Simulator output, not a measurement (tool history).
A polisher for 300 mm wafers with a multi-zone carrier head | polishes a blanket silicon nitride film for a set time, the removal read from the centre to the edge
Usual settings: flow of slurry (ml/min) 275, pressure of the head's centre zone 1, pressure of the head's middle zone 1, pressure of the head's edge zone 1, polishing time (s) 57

| run | hour | flow of slurry (ml/min) | pressure of the head's centre zone | pressure of the head's middle zone | pressure of the head's edge zone | polishing time (s) | wafers since the last listed run | wafers polished on this pad | hours since the slurry nozzle was cleaned | hours since the centre zone pressure was calibrated | hours since the edge zone pressure was calibrated | hours since the carrier head's membrane was replaced | incoming thickness of the incoming film, nm | film removed at the wafer's centre (Å) | film removed at mid-radius (Å) | film removed at the wafer's edge (Å) |
|---|---|---|---|---|---|---|---|---|---|---|---|---|---|---|---|---|
| 1 | 0 | 275 | 1 | 1 | 0.91 | 57 | 0 | 964 | 7.8 | 817.5 | 59.8 | 230.1 | 546.1 | 986 | 1024 | 979 |
| 2 | 15.4 | 275 | 1 | 1 | 1 | 57 | 145 | 1110 | 23.2 | 832.9 | 75.2 | 245.5 | 559.3 | 998 | 1021 | 1010 |
|  | 28.6 | worn pad replaced by a new one |
| 3 | 46.2 | 275 | 1 | 1 | 1.03 | 57 | 253 | 166 | 54 | 863.7 | 106 | 276.3 | 552.3 | 985 | 1005 | 1031 |
| 4 | 73.4 | 275 | 1 | 1 | 1.03 | 57 | 257 | 423 | 81.2 | 890.9 | 133.2 | 303.5 | 551 | 1000 | 1023 | 1005 |
| 5 | 92.7 | 275 | 1 | 1 | 1 | 57 | 182 | 606 | 100.5 | 910.2 | 152.5 | 322.8 | 550.1 | 989 | 1011 | 1002 |
| 6 | 112.9 | 275 | 1 | 1 | 1 | 57 | 191 | 797 | 120.7 | 930.4 | 172.7 | 343 | 548.8 | 1000 | 1011 | 984 |
| 7 | 143.9 | 275 | 1 | 1 | 1 | 57 | 293 | 1091 | 151.7 | 961.4 | 203.7 | 374 | 542.9 | 990 | 1011 | 984 |
| 8 | 162.4 | 275 | 1 | 1 | 1 | 57 | 175 | 1266 | 170.2 | 979.9 | 222.2 | 392.5 | 548.3 | 980 | 1005 | 985 |
|  | 172.3 | worn pad replaced by a new one |
| 9 | 190.9 | 275 | 1 | 1 | 1 | 57 | 231 | 176 | 198.7 | 1008.4 | 250.7 | 421 | 552 | 965 | 994 | 1005 |
| 10 | 204.2 | 275 | 1 | 1 | 1 | 57 | 125 | 302 | 212 | 1021.7 | 264 | 434.3 | 544.3 | 974 | 988 | 999 |
|  | 219.4 | centre zone pressure recalibrated |
| 11 | 219.9 | 275 | 1 | 1 | 1 | 57 | 129 | 431 | 227.7 | 0.5 | 279.7 | 450 | 550.4 | 984 | 998 | 965 |
|  | 243.2 | carrier head's membrane replaced by a new one |
| 12 | 254.1 | 275 | 1.04 | 0.94 | 1.11 | 42 | 276 | 708 | 261.9 | 34.7 | 313.9 | 10.9 | 542.2 | 743 | 690 | 739 |
| 13 | 277.7 | 275 | 1 | 1 | 1 | 57 | 223 | 931 | 285.5 | 58.3 | 337.5 | 34.5 | 548.6 | 965 | 978 | 979 |
|  | 281.9 | worn pad replaced by a new one |
| 14 | 301.8 | 275 | 1 | 1 | 0.91 | 57 | 190 | 188 | 309.6 | 82.4 | 361.6 | 58.6 | 550.3 | 937 | 966 | 922 |
| 15 | 326.7 | 275 | 1.09 | 0.9 | 1 | 38 | 235 | 424 | 334.5 | 107.3 | 386.5 | 83.5 | 559 | 663 | 582 | 633 |
|  | 332.5 | slurry nozzle cleaned |
| 16 | 345.1 | 275 | 0.92 | 1 | 0.95 | 57 | 164 | 588 | 12.6 | 125.7 | 404.9 | 101.9 | 544.8 | 922 | 1007 | 965 |
| 17 | 358.7 | 185 | 1 | 1 | 1 | 57 | 128 | 717 | 26.2 | 139.3 | 418.5 | 115.5 | 543.2 | 943 | 957 | 954 |
|  | 427.8 | worn pad replaced by a new one |
|  | 457 | edge zone pressure recalibrated |
| 18 | 462 | 275 | 1 | 1 | 1 | 57 | 921 | 304 | 129.5 | 242.6 | 5 | 218.8 | 543.1 | 1004 | 1021 | 996 |
| 19 | 479.9 | 275 | 1 | 0.88 | 1.06 | 72 | 169 | 474 | 147.4 | 260.5 | 22.9 | 236.7 | 556.4 | 1233 | 1138 | 1272 |

Run 20 comes next. What will it give?
| 20 | 539.4 | 275 | 1 | 1 | 1 | 57 | 563 | 1037 | 206.9 | 320 | 82.4 | 296.2 | 561.4 | ? | ? | ? |

Run 20 gave film removed at the wafer's centre (Å) 964, film removed at mid-radius (Å) 988, film removed at the wafer's edge (Å) 973.
Without the tool's hidden state the same run would have given film removed at the wafer's centre (Å) 987, film removed at mid-radius (Å) 1009, film removed at the wafer's edge (Å) 989.
